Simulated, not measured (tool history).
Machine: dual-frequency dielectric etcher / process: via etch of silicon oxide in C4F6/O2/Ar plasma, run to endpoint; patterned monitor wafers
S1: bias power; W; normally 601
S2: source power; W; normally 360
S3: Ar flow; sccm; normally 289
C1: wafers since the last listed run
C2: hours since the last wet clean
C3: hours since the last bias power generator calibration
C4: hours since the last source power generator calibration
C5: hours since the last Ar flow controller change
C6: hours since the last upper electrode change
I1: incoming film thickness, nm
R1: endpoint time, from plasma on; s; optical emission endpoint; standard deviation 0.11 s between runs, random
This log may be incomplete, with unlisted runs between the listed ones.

run,hour,S1,S2,S3,C1,C2,C3,C4,C5,C6,I1,R1
1,0.0,601,360,344,0,367.3,3252.8,1174.9,1571.1,4350.1,170.0,35.2
# hour 53.5: wet clean of the chamber
2,95.5,601,360,344,1107,42.0,3348.3,1270.4,1666.6,4445.6,168.9,34.8
3,194.8,690,360,289,1537,141.3,3447.6,1369.7,1765.9,4544.9,169.8,31.6
4,277.2,690,360,289,1276,223.7,3530.0,1452.1,1848.3,4627.3,167.5,31.2
# hour 506.3: wet clean of the chamber
5,506.8,601,360,289,3183,0.5,3759.6,1681.7,2077.9,4856.9,169.7,34.2
6,541.5,601,360,289,537,35.2,3794.3,1716.4,2112.6,4891.6,167.2,33.5
7,628.1,601,360,289,1341,121.8,3880.9,1803.0,2199.2,4978.2,169.1,34.0
8,682.3,601,360,289,839,176.0,3935.1,1857.2,2253.4,5032.4,168.8,33.8
9,743.3,601,360,335,944,237.0,3996.1,1918.2,2314.4,5093.4,170.2,34.9
10,939.7,601,360,335,3041,433.4,4192.5,2114.6,2510.8,5289.8,166.3,33.8
# hour 965.5: bias power generator calibrated
# hour 993.7: upper electrode replaced
# hour 1021.8: Ar flow controller replaced
# hour 1036.9: wet clean of the chamber
11,1037.7,601,360,335,757,0.8,72.2,2212.6,15.9,44.0,168.2,35.5
12,1098.9,601,360,289,947,62.0,133.4,2273.8,77.1,105.2,167.2,34.6
13,1197.6,601,360,289,1528,160.7,232.1,2372.5,175.8,203.9,166.6,34.3
14,1270.7,601,310,289,1132,233.8,305.2,2445.6,248.9,277.0,168.7,36.8
15,1376.8,558,420,345,1643,339.9,411.3,2551.7,355.0,383.1,167.9,34.9
16,1427.6,703,440,268,786,390.7,462.1,2602.5,405.8,433.9,166.9,29.0
# hour 1439.4: source power generator calibrated
17,1496.9,481,400,256,1011,460.0,531.4,57.5,475.1,503.2,168.5,38.4
# hour 1561.3: wet clean of the chamber
18,1561.8,601,290,289,633,0.5,596.3,122.4,540.0,568.1,167.0,37.7
19,1589.0,707,390,310,421,27.7,623.5,149.6,567.2,595.3,169.0,31.4
20,1626.4,640,360,289,579,65.1,660.9,187.0,604.6,632.7,168.7,34.1
21,1686.2,472,360,345,926,124.9,720.7,246.8,664.4,692.5,170.7,42.1
22,1770.0,601,360,289,1297,208.7,804.5,330.6,748.2,776.3,168.3,35.0
23,1813.4,478,390,218,672,252.1,847.9,374.0,791.6,819.7,167.8,37.7
24,1920.9,745,360,349,1664,359.6,955.4,481.5,899.1,927.2,167.7,31.3
25,2013.4,601,360,289,1432,452.1,1047.9,574.0,991.6,1019.7,168.6,34.8

Each row is a separate what-if for the run after 25, all from the same tool condition, not one after another. Results?
A,2013.8,601,380,289,6,452.5,1048.3,574.4,992.0,1020.1,169.1,?
B,2013.8,601,360,248,6,452.5,1048.3,574.4,992.0,1020.1,169.1,?
C,2013.8,740,390,319,6,452.5,1048.3,574.4,992.0,1020.1,169.1,?

run,R1
A,34.2
B,34.2
C,30.4
Stripped of hidden state, with their random variation kept, the same runs would have yielded:
run,R1
A,34.9
B,35.0
C,31.1
